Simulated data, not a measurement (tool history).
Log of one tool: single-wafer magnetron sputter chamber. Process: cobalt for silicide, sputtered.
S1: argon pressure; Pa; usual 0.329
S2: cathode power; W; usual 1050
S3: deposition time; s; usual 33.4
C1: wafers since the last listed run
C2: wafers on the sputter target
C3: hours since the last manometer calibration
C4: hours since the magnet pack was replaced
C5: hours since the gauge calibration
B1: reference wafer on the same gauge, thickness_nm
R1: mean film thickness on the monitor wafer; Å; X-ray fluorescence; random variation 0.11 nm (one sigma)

{"run": 1, "hour": 0.0, "S1": 0.329, "S2": 1050, "S3": 33.4, "C1": 0, "C2": 8240, "C3": 300.8, "C4": 11484.3, "C5": 2172.6, "B1": 19.325, "R1": 189.72}
{"run": 2, "hour": 91.5, "S1": 0.329, "S2": 1050, "S3": 33.4, "C1": 2464, "C2": 10704, "C3": 392.3, "C4": 11575.8, "C5": 2264.1, "B1": 19.279, "R1": 188.02}
{"hour": 118.6, "done": "sputter target and shields replaced"}
{"run": 3, "hour": 142.4, "S1": 0.329, "S2": 1050, "S3": 33.4, "C1": 1155, "C2": 640, "C3": 443.2, "C4": 11626.7, "C5": 2315.0, "B1": 19.305, "R1": 195.83}
{"run": 4, "hour": 211.7, "S1": 0.329, "S2": 1050, "S3": 33.4, "C1": 1866, "C2": 2506, "C3": 512.5, "C4": 11696.0, "C5": 2384.3, "B1": 19.315, "R1": 191.65}
{"run": 5, "hour": 259.0, "S1": 0.329, "S2": 1050, "S3": 33.4, "C1": 1274, "C2": 3780, "C3": 559.8, "C4": 11743.3, "C5": 2431.6, "B1": 19.282, "R1": 194.46}
{"run": 6, "hour": 296.5, "S1": 0.408, "S2": 1050, "S3": 33.4, "C1": 1010, "C2": 4790, "C3": 597.3, "C4": 11780.8, "C5": 2469.1, "B1": 19.321, "R1": 190.53}
{"run": 7, "hour": 392.2, "S1": 0.408, "S2": 1050, "S3": 33.4, "C1": 2577, "C2": 7368, "C3": 693.0, "C4": 11876.5, "C5": 2564.8, "B1": 19.273, "R1": 186.59}
{"run": 8, "hour": 466.1, "S1": 0.399, "S2": 1050, "S3": 33.4, "C1": 1990, "C2": 9359, "C3": 766.9, "C4": 11950.4, "C5": 2638.7, "B1": 19.328, "R1": 187.3}
{"hour": 566.4, "done": "sputter target and shields replaced"}
{"run": 9, "hour": 601.9, "S1": 0.399, "S2": 1050, "S3": 33.4, "C1": 3442, "C2": 956, "C3": 902.7, "C4": 12086.2, "C5": 2774.5, "B1": 19.272, "R1": 192.63}
{"run": 10, "hour": 658.3, "S1": 0.399, "S2": 1050, "S3": 33.4, "C1": 1519, "C2": 2475, "C3": 959.1, "C4": 12142.6, "C5": 2830.9, "B1": 19.282, "R1": 189.48}
{"run": 11, "hour": 704.2, "S1": 0.234, "S2": 1050, "S3": 33.4, "C1": 1236, "C2": 3711, "C3": 1005.0, "C4": 12188.5, "C5": 2876.8, "B1": 19.318, "R1": 197.34}
{"run": 12, "hour": 774.1, "S1": 0.329, "S2": 1050, "S3": 28.2, "C1": 1882, "C2": 5594, "C3": 1074.9, "C4": 12258.4, "C5": 2946.7, "B1": 19.328, "R1": 161.0}
{"hour": 792.8, "done": "gauge calibrated"}
{"run": 13, "hour": 860.9, "S1": 0.329, "S2": 1050, "S3": 28.2, "C1": 2338, "C2": 7932, "C3": 1161.7, "C4": 12345.2, "C5": 68.1, "B1": 19.3, "R1": 160.26}
{"run": 14, "hour": 922.3, "S1": 0.329, "S2": 1050, "S3": 28.2, "C1": 1653, "C2": 9586, "C3": 1223.1, "C4": 12406.6, "C5": 129.5, "B1": 19.31, "R1": 159.55}
{"run": 15, "hour": 1018.3, "S1": 0.419, "S2": 1050, "S3": 33.4, "C1": 2585, "C2": 12172, "C3": 1319.1, "C4": 12502.6, "C5": 225.5, "B1": 19.303, "R1": 183.42}
{"hour": 1030.1, "done": "capacitance manometer re-zeroed and calibrated"}
{"hour": 1030.9, "done": "sputter target and shields replaced"}
{"run": 16, "hour": 1058.4, "S1": 0.329, "S2": 1050, "S3": 31.2, "C1": 843, "C2": 740, "C3": 28.3, "C4": 12542.7, "C5": 265.6, "B1": 19.3, "R1": 181.91}
{"run": 17, "hour": 1109.2, "S1": 0.329, "S2": 1200, "S3": 39.6, "C1": 1368, "C2": 2108, "C3": 79.1, "C4": 12593.5, "C5": 316.4, "B1": 19.305, "R1": 260.06}
{"run": 18, "hour": 1154.9, "S1": 0.329, "S2": 1050, "S3": 33.4, "C1": 1230, "C2": 3339, "C3": 124.8, "C4": 12639.2, "C5": 362.1, "B1": 19.337, "R1": 192.37}
{"run": 19, "hour": 1249.6, "S1": 0.329, "S2": 1050, "S3": 28.7, "C1": 2550, "C2": 5890, "C3": 219.5, "C4": 12733.9, "C5": 456.8, "B1": 19.312, "R1": 165.15}
{"run": 20, "hour": 1296.9, "S1": 0.329, "S2": 1050, "S3": 33.4, "C1": 1274, "C2": 7164, "C3": 266.8, "C4": 12781.2, "C5": 504.1, "B1": 19.301, "R1": 189.65}
{"hour": 1491.8, "done": "sputter target and shields replaced"}
{"run": 21, "hour": 1579.4, "S1": 0.329, "S2": 1050, "S3": 33.4, "C1": 7393, "C2": 2358, "C3": 549.3, "C4": 13063.7, "C5": 786.6, "B1": 19.311, "R1": 192.81}
{"hour": 1641.6, "done": "magnet pack replaced, of another model than before"}
{"run": 22, "hour": 1663.5, "S1": 0.214, "S2": 900, "S3": 27.3, "C1": 2049, "C2": 4408, "C3": 633.4, "C4": 21.9, "C5": 870.7, "B1": 19.324, "R1": 137.38}
{"run": 23, "hour": 1765.3, "S1": 0.428, "S2": 1050, "S3": 26.9, "C1": 2742, "C2": 7150, "C3": 735.2, "C4": 123.7, "C5": 972.5, "B1": 19.31, "R1": 151.38}
{"run": 24, "hour": 1816.7, "S1": 0.457, "S2": 1300, "S3": 38.2, "C1": 1384, "C2": 8535, "C3": 786.6, "C4": 175.1, "C5": 1023.9, "B1": 19.287, "R1": 265.64}
{"run": 25, "hour": 1917.4, "S1": 0.329, "S2": 1050, "S3": 33.4, "C1": 2712, "C2": 11247, "C3": 887.3, "C4": 275.8, "C5": 1124.6, "B1": 19.281, "R1": 187.97}
{"hour": 1948.2, "done": "sputter target and shields replaced"}
{"run": 26, "hour": 2233.9, "S1": 0.291, "S2": 1250, "S3": 33.4, "C1": 8309, "C2": 7695, "C3": 1203.8, "C4": 592.3, "C5": 1441.1, "B1": 19.303, "R1": 230.27}
{"hour": 2247.4, "done": "capacitance manometer re-zeroed and calibrated"}
{"run": 27, "hour": 2336.2, "S1": 0.329, "S2": 1050, "S3": 29.8, "C1": 2540, "C2": 10235, "C3": 88.8, "C4": 694.6, "C5": 1543.4, "B1": 19.305, "R1": 166.92}
{"hour": 2420.6, "done": "sputter target and shields replaced"}
{"run": 28, "hour": 2443.0, "S1": 0.329, "S2": 850, "S3": 33.4, "C1": 2661, "C2": 602, "C3": 195.6, "C4": 801.4, "C5": 1650.2, "B1": 19.296, "R1": 157.26}
{"run": 29, "hour": 2511.2, "S1": 0.284, "S2": 1200, "S3": 28.5, "C1": 1837, "C2": 2439, "C3": 263.8, "C4": 869.6, "C5": 1718.4, "B1": 19.305, "R1": 189.16}

Forecast each of these 5 alternatives for the next run:
{"run": "A", "hour": 2511.6, "S1": 0.329, "S2": 1050, "S3": 33.4, "C1": 10, "C2": 2450, "C3": 264.2, "C4": 870.0, "C5": 1718.8, "B1": "?", "R1": "?"}
{"run": "B", "hour": 2511.6, "S1": 0.273, "S2": 850, "S3": 31.7, "C1": 10, "C2": 2450, "C3": 264.2, "C4": 870.0, "C5": 1718.8, "B1": "?", "R1": "?"}
{"run": "C", "hour": 2511.6, "S1": 0.261, "S2": 800, "S3": 33.4, "C1": 10, "C2": 2450, "C3": 264.2, "C4": 870.0, "C5": 1718.8, "B1": "?", "R1": "?"}
{"run": "D", "hour": 2511.6, "S1": 0.255, "S2": 1050, "S3": 29.0, "C1": 10, "C2": 2450, "C3": 264.2, "C4": 870.0, "C5": 1718.8, "B1": "?", "R1": "?"}
{"run": "E", "hour": 2511.6, "S1": 0.296, "S2": 1050, "S3": 30.6, "C1": 10, "C2": 2450, "C3": 264.2, "C4": 870.0, "C5": 1718.8, "B1": "?", "R1": "?"}

run=A B1=19.292 R1=191.93
run=B B1=19.292 R1=148.68
run=C B1=19.292 R1=147.69
run=D B1=19.292 R1=168.46
run=E B1=19.292 R1=176.69
Stripped of hidden state, with their random variation kept, the same runs would have yielded:
run=A R1=192.42
run=B R1=149.05
run=C R1=148.07
run=D R1=168.88
run=E R1=177.14
